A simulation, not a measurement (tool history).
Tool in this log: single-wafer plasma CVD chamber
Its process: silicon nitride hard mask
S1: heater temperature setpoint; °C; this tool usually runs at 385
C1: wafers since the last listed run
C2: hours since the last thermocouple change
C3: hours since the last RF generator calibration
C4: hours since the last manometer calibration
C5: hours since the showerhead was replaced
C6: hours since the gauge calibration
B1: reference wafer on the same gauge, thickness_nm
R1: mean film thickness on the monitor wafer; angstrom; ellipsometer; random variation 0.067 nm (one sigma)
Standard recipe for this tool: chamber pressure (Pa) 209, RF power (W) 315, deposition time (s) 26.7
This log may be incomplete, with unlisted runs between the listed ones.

Run 1, day 0: usual settings; C1 0; C2 2183.5; C3 1776.2; C4 1305.8; C5 3214.6; C6 63.6; B1 40.9. Result: R1 360.37 angstrom.
Run 2, day 0.433: usual settings; C1 176; C2 2193.9; C3 1786.6; C4 1316.2; C5 3225; C6 74; B1 40.888. Result: R1 360.19 angstrom.
Run 3, day 0.762: usual settings; C1 133; C2 2201.8; C3 1794.5; C4 1324.1; C5 3232.9; C6 81.9; B1 40.908. Result: R1 360.13 angstrom.
Run 4, day 1.092: usual settings; C1 133; C2 2209.7; C3 1802.4; C4 1332; C5 3240.8; C6 89.8; B1 40.869. Result: R1 360.64 angstrom.
Run 5, day 1.379: usual settings; C1 116; C2 2216.6; C3 1809.3; C4 1338.9; C5 3247.7; C6 96.7; B1 40.933. Result: R1 359.69 angstrom.
Run 6, day 1.658: usual settings but S1 381 °C; C1 113; C2 2223.3; C3 1816; C4 1345.6; C5 3254.4; C6 103.4; B1 40.878. Result: R1 360.1 angstrom.
Run 7, day 2.058: usual settings but chamber pressure (Pa) 173; C1 162; C2 2232.9; C3 1825.6; C4 1355.2; C5 3264; C6 113; B1 40.923. Result: R1 334.05 angstrom.
At day 2.542: showerhead replaced.
Run 8, day 2.562: usual settings but chamber pressure (Pa) 173; C1 69; C2 2245; C3 1837.7; C4 1367.3; C5 0.5; C6 125.1; B1 40.922. Result: R1 334.6 angstrom.
At day 3.175: capacitance manometer re-zeroed and calibrated.
Run 9, day 3.196: usual settings; C1 121; C2 2260.2; C3 1852.9; C4 0.5; C5 15.7; C6 140.3; B1 40.888. Result: R1 350.25 angstrom.
Run 10, day 3.833: usual settings; C1 259; C2 2275.5; C3 1868.2; C4 15.8; C5 31; C6 155.6; B1 40.911. Result: R1 351.04 angstrom.
Run 11, day 5.038: usual settings; C1 489; C2 2304.4; C3 1897.1; C4 44.7; C5 59.9; C6 184.5; B1 40.902. Result: R1 351.3 angstrom.
At day 5.558: RF generator calibrated.
Run 12, day 5.579: usual settings but chamber pressure (Pa) 245, RF power (W) 290; C1 84; C2 2317.4; C3 0.5; C4 57.7; C5 72.9; C6 197.5; B1 40.869. Result: R1 365.77 angstrom.
Run 13, day 6.029: usual settings but S1 390 °C, RF power (W) 290, deposition time (s) 28.2; C1 182; C2 2328.2; C3 11.3; C4 68.5; C5 83.7; C6 208.3; B1 40.938. Result: R1 365.23 angstrom.
Run 14, day 6.654: usual settings but chamber pressure (Pa) 231, RF power (W) 360, deposition time (s) 30.4; C1 254; C2 2343.2; C3 26.3; C4 83.5; C5 98.7; C6 223.3; B1 40.915. Result: R1 461.55 angstrom.
Run 15, day 7.188: usual settings but deposition time (s) 21.8; C1 216; C2 2356; C3 39.1; C4 96.3; C5 111.5; C6 236.1; B1 40.889. Result: R1 295.71 angstrom.
Run 16, day 7.612: usual settings but chamber pressure (Pa) 233, RF power (W) 285, deposition time (s) 23; C1 172; C2 2366.2; C3 49.3; C4 106.5; C5 121.7; C6 246.3; B1 40.9. Result: R1 307.28 angstrom.
Run 17, day 7.962: usual settings; C1 142; C2 2374.6; C3 57.7; C4 114.9; C5 130.1; C6 254.7; B1 40.901. Result: R1 364.43 angstrom.
Run 18, day 8.65: usual settings but chamber pressure (Pa) 248, RF power (W) 270, deposition time (s) 25.3; C1 279; C2 2391.1; C3 74.2; C4 131.4; C5 146.6; C6 271.2; B1 40.899. Result: R1 335.6 angstrom.
Run 19, day 9.212: usual settings; C1 228; C2 2404.6; C3 87.7; C4 144.9; C5 160.1; C6 284.7; B1 40.914. Result: R1 364.19 angstrom.
Run 20, day 10.033: usual settings but S1 390 °C; C1 333; C2 2424.3; C3 107.4; C4 164.6; C5 179.8; C6 304.4; B1 40.931. Result: R1 364.92 angstrom.
Run 21, day 10.571: usual settings; C1 218; C2 2437.2; C3 120.3; C4 177.5; C5 192.7; C6 317.3; B1 40.905. Result: R1 366.11 angstrom.
At day 11.1: thermocouple changed; heater temperature recalibrated.
Run 22, day 11.121: usual settings but S1 379 °C, chamber pressure (Pa) 167, deposition time (s) 29.1; C1 88; C2 0.5; C3 133.5; C4 190.7; C5 205.9; C6 330.5; B1 40.915. Result: R1 364.36 angstrom.
Run 23, day 11.562: usual settings; C1 179; C2 11.1; C3 144.1; C4 201.3; C5 216.5; C6 341.1; B1 40.895. Result: R1 365.84 angstrom.
At day 11.742: gauge calibrated.
Run 24, day 12.3: usual settings but deposition time (s) 21.6; C1 299; C2 28.8; C3 161.8; C4 219; C5 234.2; C6 13.4; B1 40.904. Result: R1 296.04 angstrom.
Run 25, day 12.708: usual settings but chamber pressure (Pa) 187; C1 166; C2 38.6; C3 171.6; C4 228.8; C5 244; C6 23.2; B1 40.879. Result: R1 349.13 angstrom.
Run 26, day 13.329: usual settings but RF power (W) 350, deposition time (s) 22.9; C1 252; C2 53.5; C3 186.5; C4 243.7; C5 258.9; C6 38.1; B1 40.869. Result: R1 333.14 angstrom.
Run 27, day 14.062: usual settings but S1 375 °C, chamber pressure (Pa) 237, RF power (W) 350, deposition time (s) 31.4; C1 298; C2 71.1; C3 204.1; C4 261.3; C5 276.5; C6 55.7; B1 40.894. Result: R1 478.27 angstrom.
Run 28, day 14.692: usual settings; C1 255; C2 86.2; C3 219.2; C4 276.4; C5 291.6; C6 70.8; B1 40.892. Result: R1 366.59 angstrom.
Run 29, day 15.154: usual settings; C1 188; C2 97.3; C3 230.3; C4 287.5; C5 302.7; C6 81.9; B1 40.915. Result: R1 367.11 angstrom.
Run 30, day 15.679: usual settings but chamber pressure (Pa) 172, RF power (W) 350; C1 213; C2 109.9; C3 242.9; C4 300.1; C5 315.3; C6 94.5; B1 40.931. Result: R1 361.06 angstrom.

Below are 3 alternative next runs, each starting from the tool's condition after run 30. Predict each:
Run A, day 15.696: usual settings; C1 6; C2 110.3; C3 243.3; C4 300.5; C5 315.7; C6 94.9; B1 ?. Result: R1 ?.
Run B, day 15.696: usual settings but S1 393 °C; C1 6; C2 110.3; C3 243.3; C4 300.5; C5 315.7; C6 94.9; B1 ?. Result: R1 ?.
Run C, day 15.696: usual settings but chamber pressure (Pa) 241; C1 6; C2 110.3; C3 243.3; C4 300.5; C5 315.7; C6 94.9; B1 ?. Result: R1 ?.

run     B1      R1
  A  40.89  366.48
  B  40.89  365.26
  C  40.89  384.89
Stripped of hidden state, with their random variation kept, the same runs would have yielded:
run      R1
  A  361.93
  B  360.72
  C  380.45
